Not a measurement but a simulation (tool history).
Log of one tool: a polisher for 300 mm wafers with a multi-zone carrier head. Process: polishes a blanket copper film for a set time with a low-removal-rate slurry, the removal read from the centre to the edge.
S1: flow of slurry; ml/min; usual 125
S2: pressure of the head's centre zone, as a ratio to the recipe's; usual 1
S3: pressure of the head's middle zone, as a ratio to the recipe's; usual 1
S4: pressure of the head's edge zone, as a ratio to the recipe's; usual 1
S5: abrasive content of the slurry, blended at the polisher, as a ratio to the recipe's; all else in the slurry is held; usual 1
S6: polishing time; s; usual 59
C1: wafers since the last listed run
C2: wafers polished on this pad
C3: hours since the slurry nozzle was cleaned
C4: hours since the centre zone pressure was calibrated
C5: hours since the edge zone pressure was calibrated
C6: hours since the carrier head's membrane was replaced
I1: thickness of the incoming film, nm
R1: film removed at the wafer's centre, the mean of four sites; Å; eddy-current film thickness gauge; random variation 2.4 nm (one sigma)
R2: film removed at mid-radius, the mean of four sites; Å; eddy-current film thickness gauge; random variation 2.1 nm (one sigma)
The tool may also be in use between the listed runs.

Run 1, hour 0: usual settings but S4 1.06; C1 0; C2 475; C3 52; C4 398.4; C5 574.5; C6 1040.6; I1 1363. Result: R1 1755 Å, R2 1731 Å.
At hour 15.6: worn pad replaced by a new one.
Run 2, hour 16.1: usual settings but S4 1.06; C1 101; C2 4; C3 68.1; C4 414.5; C5 590.6; C6 1056.7; I1 1365.9. Result: R1 1727 Å, R2 1756 Å.
Run 3, hour 50: usual settings but S4 1.06; C1 285; C2 289; C3 102; C4 448.4; C5 624.5; C6 1090.6; I1 1372.4. Result: R1 1709 Å, R2 1713 Å.
Run 4, hour 63.9: usual settings but S2 0.94; C1 116; C2 406; C3 115.9; C4 462.3; C5 638.4; C6 1104.5; I1 1354.7. Result: R1 1596 Å, R2 1676 Å.
Run 5, hour 81.2: usual settings but S2 0.94; C1 145; C2 551; C3 133.2; C4 479.6; C5 655.7; C6 1121.8; I1 1359.7. Result: R1 1585 Å, R2 1692 Å.
At hour 87.2: worn pad replaced by a new one.
Run 6, hour 107.9: usual settings but S2 0.94; C1 190; C2 174; C3 159.9; C4 506.3; C5 682.4; C6 1148.5; I1 1380.9. Result: R1 1561 Å, R2 1696 Å.
Run 7, hour 132.7: usual settings but S3 0.9; C1 208; C2 382; C3 184.7; C4 531.1; C5 707.2; C6 1173.3; I1 1357.3. Result: R1 1638 Å, R2 1488 Å.
Run 8, hour 145.2: usual settings but S3 0.9; C1 105; C2 488; C3 197.2; C4 543.6; C5 719.7; C6 1185.8; I1 1371.2. Result: R1 1607 Å, R2 1533 Å.
At hour 175.6: worn pad replaced by a new one.
At hour 176: carrier head's membrane replaced by a new one.
Run 9, hour 176.5: usual settings but S1 140 ml/min; C1 225; C2 4; C3 228.5; C4 574.9; C5 751; C6 0.5; I1 1384. Result: R1 1715 Å, R2 1663 Å.
At hour 195.4: edge zone pressure recalibrated.
Run 10, hour 198.2: usual settings but S2 0.9; C1 165; C2 169; C3 250.2; C4 596.6; C5 2.8; C6 22.2; I1 1382.9. Result: R1 1462 Å, R2 1578 Å.
Run 11, hour 215.9: usual settings but S1 165 ml/min, S4 1.06; C1 148; C2 318; C3 267.9; C4 614.3; C5 20.5; C6 39.9; I1 1355.8. Result: R1 1719 Å, R2 1734 Å.
At hour 243.8: centre zone pressure recalibrated.
Run 12, hour 244.3: usual settings; C1 222; C2 540; C3 296.3; C4 0.5; C5 48.9; C6 68.3; I1 1376.9. Result: R1 1572 Å, R2 1592 Å.
At hour 248.3: worn pad replaced by a new one.
At hour 250.3: slurry nozzle cleaned.
Run 13, hour 264.1: usual settings but S2 0.97, S3 0.94, S4 0.9; C1 124; C2 124; C3 13.8; C4 20.3; C5 68.7; C6 88.1; I1 1357.4. Result: R1 1715 Å, R2 1670 Å.
Run 14, hour 280.5: usual settings but S1 80 ml/min, S5 1.3; C1 137; C2 262; C3 30.2; C4 36.7; C5 85.1; C6 104.5; I1 1364. Result: R1 1646 Å, R2 1644 Å.
Run 15, hour 306: usual settings but S4 1.06; C1 214; C2 476; C3 55.7; C4 62.2; C5 110.6; C6 130; I1 1361.3. Result: R1 1751 Å, R2 1733 Å.
At hour 331: worn pad replaced by a new one.
Run 16, hour 332.9: usual settings; C1 192; C2 16; C3 82.6; C4 89.1; C5 137.5; C6 156.9; I1 1353.8. Result: R1 1716 Å, R2 1720 Å.

5 ways to go on from here, each from the tool as it stands after run 16. What would each give?
Run A, hour 333.3: usual settings but S1 95 ml/min; C1 3; C2 19; C3 83; C4 89.5; C5 137.9; C6 157.3; I1 1345.7. Result: R1 ?, R2 ?.
Run B, hour 333.3: usual settings but S1 90 ml/min, S3 0.93, S6 67 s; C1 3; C2 19; C3 83; C4 89.5; C5 137.9; C6 157.3; I1 1345.7. Result: R1 ?, R2 ?.
Run C, hour 333.3: usual settings but S2 1.06, S6 41 s; C1 3; C2 19; C3 83; C4 89.5; C5 137.9; C6 157.3; I1 1345.7. Result: R1 ?, R2 ?.
Run D, hour 333.3: usual settings but S4 0.97; C1 3; C2 19; C3 83; C4 89.5; C5 137.9; C6 157.3; I1 1345.7. Result: R1 ?, R2 ?.
Run E, hour 333.3: usual settings but S2 0.89, S3 1.09, S4 1.1; C1 3; C2 19; C3 83; C4 89.5; C5 137.9; C6 157.3; I1 1345.7. Result: R1 ?, R2 ?.

run    R1    R2
  A  1578  1619
  B  1753  1699
  C  1276  1219
  D  1731  1755
  E  1540  1890
Without the tool's hidden state the same runs would have given:
run    R1    R2
  A  1638  1673
  B  1823  1757
  C  1312  1250
  D  1781  1800
  E  1584  1937

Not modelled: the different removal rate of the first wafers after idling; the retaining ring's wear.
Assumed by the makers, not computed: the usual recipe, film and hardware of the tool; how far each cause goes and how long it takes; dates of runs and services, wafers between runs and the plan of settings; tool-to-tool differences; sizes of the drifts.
